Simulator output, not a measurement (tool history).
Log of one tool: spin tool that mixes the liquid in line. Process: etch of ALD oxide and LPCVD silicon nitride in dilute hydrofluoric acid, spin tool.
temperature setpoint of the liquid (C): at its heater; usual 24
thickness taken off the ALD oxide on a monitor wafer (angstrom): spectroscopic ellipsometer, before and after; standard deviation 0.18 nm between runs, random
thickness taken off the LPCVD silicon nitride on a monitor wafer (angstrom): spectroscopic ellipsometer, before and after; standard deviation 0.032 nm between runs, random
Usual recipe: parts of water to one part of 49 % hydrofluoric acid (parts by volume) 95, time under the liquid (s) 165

run	hour	temperature setpoint of the liquid (C)	parts of water to one part of 49 % hydrofluoric acid (parts by volume)	time under the liquid (s)	read-back film thickness of the ALD oxide reference wafer, read on the same gauge (nm)	read-back film thickness of the LPCVD silicon nitride reference wafer, read on the same gauge (nm)	thickness taken off the ALD oxide on a monitor wafer (angstrom)	thickness taken off the LPCVD silicon nitride on a monitor wafer (angstrom)
1	0	24	95	245	89.99	40	585.9	11.93
2	9.6	24	60	165	90	40.012	650.1	13.18
3	25	26	95	200	89.98	39.932	519.7	11.2
4	37.4	26	95	200	89.99	39.935	517.1	12.4
5	45.6	26	95	200	90.03	39.988	517.9	11.3
6	57.7	24	75	190	89.99	40.043	589.6	11.98
7	68.7	24	75	190	90.02	39.987	592.1	11.7
8	78.9	24	75	190	90.01	39.99	584.9	11.72
9	86.4	24	95	165	90	40.007	392.3	8.44
10	96.8	24	95	165	90	39.98	395.8	8.03
# hour 107.3: hydrofluoric acid flow meter replaced
11	108	24	95	165	90.02	39.972	423.2	9.05
12	124.2	24	95	165	90.03	40.029	424.3	9.04
13	139.7	27	70	85	90	40.009	343.1	7.69
14	147.2	24	70	215	89.98	40.008	761.3	15.65
# hour 152.9: hydrofluoric acid flow meter replaced, repeated, since the last time left the tool worse
# hour 152.9: gauge calibrated
15	160.6	24	75	165	90	39.986	473.8	9.77
16	173.3	24	95	165	90	39.999	363.5	7.8
17	190.6	26.5	130	165	90	39.978	280	6.57
# hour 198.9: thermometer replaced
18	201.8	24	95	165	90	40.039	368.2	7.39
19	208.7	28.5	115	240	90	39.978	506.8	12.8
20	218.1	24	95	165	90	40.005	362.5	7.2
21	228.9	24	95	165	90	40.032	366.3	8.1
22	237.1	24	55	110	90	40.002	440.7	8.95
23	251.7	22	50	190	89.97	39.998	777.6	14.78
24	261.6	24	95	165	89.99	39.994	366.8	7.6

Below are 3 alternative next runs, each starting from the tool's condition after run 24. Predict each:
A	262.1	24	70	165	?	?	?	?
B	262.1	21.5	110	210	?	?	?	?
C	262.1	24	110	75	?	?	?	?

run	read-back film thickness of the ALD oxide reference wafer, read on the same gauge (nm)	read-back film thickness of the LPCVD silicon nitride reference wafer, read on the same gauge (nm)	thickness taken off the ALD oxide on a monitor wafer (angstrom)	thickness taken off the LPCVD silicon nitride on a monitor wafer (angstrom)
A	89.99	39.958	517.2	9.64
B	89.99	39.958	361	6.66
C	89.99	39.958	142.4	2.81
Without the tool's unlogged condition, the same runs would have read:
run	thickness taken off the ALD oxide on a monitor wafer (angstrom)	thickness taken off the LPCVD silicon nitride on a monitor wafer (angstrom)
A	508.6	9.5
B	354.8	6.56
C	140	2.76

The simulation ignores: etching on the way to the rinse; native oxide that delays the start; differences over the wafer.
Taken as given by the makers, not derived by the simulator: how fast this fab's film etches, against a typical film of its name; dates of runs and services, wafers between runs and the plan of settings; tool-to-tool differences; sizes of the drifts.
